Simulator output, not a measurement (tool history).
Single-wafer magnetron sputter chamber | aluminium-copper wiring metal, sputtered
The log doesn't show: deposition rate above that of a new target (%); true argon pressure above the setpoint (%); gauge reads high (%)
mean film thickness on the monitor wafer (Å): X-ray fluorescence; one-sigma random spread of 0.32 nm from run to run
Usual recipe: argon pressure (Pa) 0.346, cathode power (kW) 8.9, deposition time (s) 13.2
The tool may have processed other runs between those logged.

| run | hour | argon pressure (Pa) | cathode power (kW) | deposition time (s) | wafers since the last listed run | wafers on the sputter target | hours since the last manometer calibration | hours since the magnet pack was replaced | hours since the gauge calibration | read-back reference wafer on the same gauge, thickness_nm | mean film thickness on the monitor wafer (Å) |
|---|---|---|---|---|---|---|---|---|---|---|---|
| 1 | 0 | 0.346 | 8.9 | 13.2 | 0 | 788 | 2180.7 | 5852.7 | 500.3 | 188.037 | 2132.21 |
| 2 | 83.9 | 0.346 | 8.9 | 13.2 | 1918 | 2706 | 2264.6 | 5936.6 | 584.2 | 187.86 | 2129.95 |
| 3 | 98.3 | 0.346 | 8.9 | 13.2 | 329 | 3035 | 2279 | 5951 | 598.6 | 188.072 | 2126.99 |
| 4 | 131.5 | 0.442 | 8.9 | 12.2 | 759 | 3794 | 2312.2 | 5984.2 | 631.8 | 187.969 | 1893.84 |
|  | 149.9 | sputter target and shields replaced |
| 5 | 155.1 | 0.442 | 8.9 | 12.2 | 356 | 118 | 2335.8 | 6007.8 | 655.4 | 187.803 | 1912.37 |
| 6 | 175.3 | 0.346 | 8.9 | 13.2 | 461 | 580 | 2356 | 6028 | 675.6 | 188.025 | 2128.78 |
| 7 | 203.6 | 0.346 | 8.9 | 13.2 | 647 | 1227 | 2384.3 | 6056.3 | 703.9 | 188.155 | 2134.52 |
| 8 | 238.3 | 0.346 | 8.9 | 13.2 | 793 | 2021 | 2419 | 6091 | 738.6 | 187.936 | 2134.42 |
| 9 | 255.3 | 0.346 | 8.9 | 13.2 | 388 | 2409 | 2436 | 6108 | 755.6 | 188.049 | 2130.42 |
| 10 | 284.6 | 0.346 | 8.9 | 13.2 | 669 | 3079 | 2465.3 | 6137.3 | 784.9 | 188.076 | 2119.52 |
| 11 | 314 | 0.346 | 8.9 | 13.2 | 672 | 3752 | 2494.7 | 6166.7 | 814.3 | 187.954 | 2121.98 |
|  | 339.2 | sputter target and shields replaced |
| 12 | 349.8 | 0.346 | 8.9 | 13.2 | 635 | 243 | 2530.5 | 6202.5 | 850.1 | 188.199 | 2144.3 |
| 13 | 364.7 | 0.346 | 8.9 | 13.2 | 340 | 583 | 2545.4 | 6217.4 | 865 | 188.032 | 2140.46 |
|  | 393.8 | gauge calibrated |
| 14 | 398.9 | 0.346 | 8.9 | 13.2 | 781 | 1365 | 2579.6 | 6251.6 | 5.1 | 187.952 | 2146.23 |
| 15 | 433.8 | 0.346 | 8.9 | 13.2 | 797 | 2163 | 2614.5 | 6286.5 | 40 | 188.043 | 2136.73 |
|  | 449.9 | capacitance manometer re-zeroed and calibrated |
| 16 | 451.6 | 0.346 | 8.9 | 13.2 | 224 | 2387 | 1.7 | 6304.3 | 57.8 | 187.979 | 2093.23 |
| 17 | 475.8 | 0.26 | 6.8 | 12.3 | 553 | 2941 | 25.9 | 6328.5 | 82 | 188.104 | 1541.32 |
| 18 | 501.3 | 0.346 | 8.9 | 13.2 | 583 | 3524 | 51.4 | 6354 | 107.5 | 188.029 | 2091.05 |
|  | 528.9 | sputter target and shields replaced |
| 19 | 529.4 | 0.391 | 10.4 | 11 | 459 | 10 | 79.5 | 6382.1 | 135.6 | 187.98 | 2017.97 |
| 20 | 545.3 | 0.346 | 8.9 | 13.2 | 363 | 374 | 95.4 | 6398 | 151.5 | 188.117 | 2104.61 |
| 21 | 575.8 | 0.346 | 8.9 | 13.2 | 697 | 1071 | 125.9 | 6428.5 | 182 | 188.086 | 2105.23 |
| 22 | 589.4 | 0.381 | 10.9 | 12.4 | 310 | 1382 | 139.5 | 6442.1 | 195.6 | 187.872 | 2387.75 |
| 23 | 615.8 | 0.469 | 7.75 | 14.7 | 603 | 1986 | 165.9 | 6468.5 | 222 | 187.982 | 1951.85 |
| 24 | 648.4 | 0.346 | 8.9 | 13.2 | 745 | 2731 | 198.5 | 6501.1 | 254.6 | 188.064 | 2093.86 |
|  | 664.2 | magnet pack replaced |
| 25 | 666.8 | 0.346 | 8.9 | 13.2 | 237 | 2969 | 216.9 | 2.6 | 273 | 187.993 | 2088.79 |
|  | 687.2 | sputter target and shields replaced |
| 26 | 687.7 | 0.446 | 8.9 | 13.2 | 294 | 12 | 237.8 | 23.5 | 293.9 | 188.031 | 2031.86 |
| 27 | 713 | 0.346 | 9.55 | 13.2 | 578 | 590 | 263.1 | 48.8 | 319.2 | 187.942 | 2256.96 |
| 28 | 740.2 | 0.231 | 9.65 | 14.1 | 621 | 1212 | 290.3 | 76 | 346.4 | 188.117 | 2543.47 |
| 29 | 767.6 | 0.346 | 11.1 | 14.7 | 626 | 1838 | 317.7 | 103.4 | 373.8 | 187.984 | 2916.14 |
| 30 | 793.3 | 0.39 | 8.9 | 13.2 | 587 | 2426 | 343.4 | 129.1 | 399.5 | 187.914 | 2058.47 |
| 31 | 809.4 | 0.346 | 7.55 | 10.7 | 368 | 2794 | 359.5 | 145.2 | 415.6 | 188.008 | 1437.45 |
| 32 | 826.2 | 0.435 | 10.45 | 15.3 | 384 | 3178 | 376.3 | 162 | 432.4 | 187.886 | 2762.25 |
| 33 | 859.2 | 0.439 | 7.1 | 13.2 | 754 | 3933 | 409.3 | 195 | 465.4 | 187.926 | 1609.59 |

Branching from run 33: 4 alternative next runs. What would each branch give?
| A | 859.6 | 0.26 | 8.9 | 13.2 | 9 | 3942 | 409.7 | 195.4 | 465.8 | ? | ? |
| B | 859.6 | 0.346 | 8.9 | 11.1 | 9 | 3942 | 409.7 | 195.4 | 465.8 | ? | ? |
| C | 859.6 | 0.223 | 8.9 | 13.2 | 9 | 3942 | 409.7 | 195.4 | 465.8 | ? | ? |
| D | 859.6 | 0.267 | 8.9 | 13.2 | 9 | 3942 | 409.7 | 195.4 | 465.8 | ? | ? |

| run | read-back reference wafer on the same gauge, thickness_nm | mean film thickness on the monitor wafer (Å) |
|---|---|---|
| A | 188.079 | 2155.05 |
| B | 188.079 | 1755.83 |
| C | 188.079 | 2184.8 |
| D | 188.079 | 2149.48 |
Without the tool's hidden state the same runs would have given:
| run | mean film thickness on the monitor wafer (Å) |
|---|---|
| A | 2177.46 |
| B | 1774.03 |
| C | 2207.55 |
| D | 2171.83 |
